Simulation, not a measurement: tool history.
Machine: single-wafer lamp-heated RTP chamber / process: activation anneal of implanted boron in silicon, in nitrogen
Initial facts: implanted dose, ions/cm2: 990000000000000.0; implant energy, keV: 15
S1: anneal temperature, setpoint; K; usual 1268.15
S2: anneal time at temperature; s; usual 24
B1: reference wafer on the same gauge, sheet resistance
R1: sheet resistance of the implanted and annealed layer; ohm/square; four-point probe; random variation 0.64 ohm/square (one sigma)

run 1 hour=0 | S1=1268.15 S2=24 | B1=156.85 | R1=131.84
run 2 hour=46.7 | S1=1268.15 S2=24 | B1=156.46 | R1=132.19
run 3 hour=86.4 | S1=1268.15 S2=24 | B1=156.55 | R1=132.65
run 4 hour=135.5 | S1=1291.15 S2=24 | B1=156.03 | R1=125.83
run 5 hour=173.6 | S1=1291.15 S2=24 | B1=155.87 | R1=124.8
run 6 hour=208.6 | S1=1291.15 S2=24 | B1=155.76 | R1=125.39
run 7 hour=247.8 | S1=1268.15 S2=24 | B1=155.4 | R1=129.92
run 8 hour=288.7 | S1=1268.15 S2=24 | B1=155.14 | R1=130.34
run 9 hour=360.6 | S1=1268.15 S2=24 | B1=154.59 | R1=129.8
run 10 hour=426.8 | S1=1268.15 S2=24 | B1=154.2 | R1=130.09
run 11 hour=452.2 | S1=1268.15 S2=24 | B1=154.09 | R1=128.93
run 12 hour=504.6 | S1=1251.15 S2=19 | B1=153.79 | R1=138.56
run 13 hour=576.4 | S1=1239.15 S2=34 | B1=161.27 | R1=151.49
run 14 hour=611.1 | S1=1281.15 S2=30 | B1=161.03 | R1=131.48
run 15 hour=652.1 | S1=1250.15 S2=24 | B1=160.66 | R1=144.71
run 16 hour=684.4 | S1=1268.15 S2=24 | B1=160.46 | R1=135.25
run 17 hour=756.6 | S1=1260.15 S2=24 | B1=160.09 | R1=139.47
run 18 hour=787.2 | S1=1296.15 S2=19 | B1=160.01 | R1=128.66
run 19 hour=845.4 | S1=1298.15 S2=28 | B1=159.62 | R1=127.83
run 20 hour=870 | S1=1291.15 S2=24 | B1=159.29 | R1=127.43
run 21 hour=923.4 | S1=1297.15 S2=16 | B1=159.05 | R1=127.74
run 22 hour=962.9 | S1=1291.15 S2=24 | B1=158.8 | R1=128.63

Put back what was entered between runs (9 entries, withheld): which listed runs does each sit between, and how does the hidden state differ from the listed run before to the listed run after?
Runs 3 to 4: pyrometer window cleaned and pyrometer calibrated (hour 114.9); reflector plate cleaned (hour 115.4)
  gauge reads high (%): -2.86 -> -3.06
  measured result minus the result with no hidden state, R1: -3.91 -> -3.97 ohm/square
Runs 8 to 9: pyrometer window cleaned and pyrometer calibrated (hour 329.2)
  gauge reads high (%): -3.67 -> -3.96
  measured result minus the result with no hidden state, R1: -4.97 -> -5.35 ohm/square
Runs 10 to 11: reflector plate cleaned (hour 435.2)
  gauge reads high (%): -4.22 -> -4.33
  measured result minus the result with no hidden state, R1: -5.73 -> -5.83 ohm/square
Runs 12 to 13: gauge calibrated (hour 504.7); pyrometer window cleaned and pyrometer calibrated (hour 537.6)
  gauge reads high (%): -4.53 -> 0.2
  measured result minus the result with no hidden state, R1: -6.58 -> +0.3 ohm/square
Runs 16 to 17: reflector plate cleaned (hour 751.3); pyrometer window cleaned and pyrometer calibrated (hour 756.1)
  gauge reads high (%): -0.232 -> -0.52
  measured result minus the result with no hidden state, R1: -0.31 -> -0.73 ohm/square
Runs 21 to 22: pyrometer window cleaned and pyrometer calibrated (hour 937.9)
  gauge reads high (%): -1.19 -> -1.35
  measured result minus the result with no hidden state, R1: -1.54 -> -1.76 ohm/square
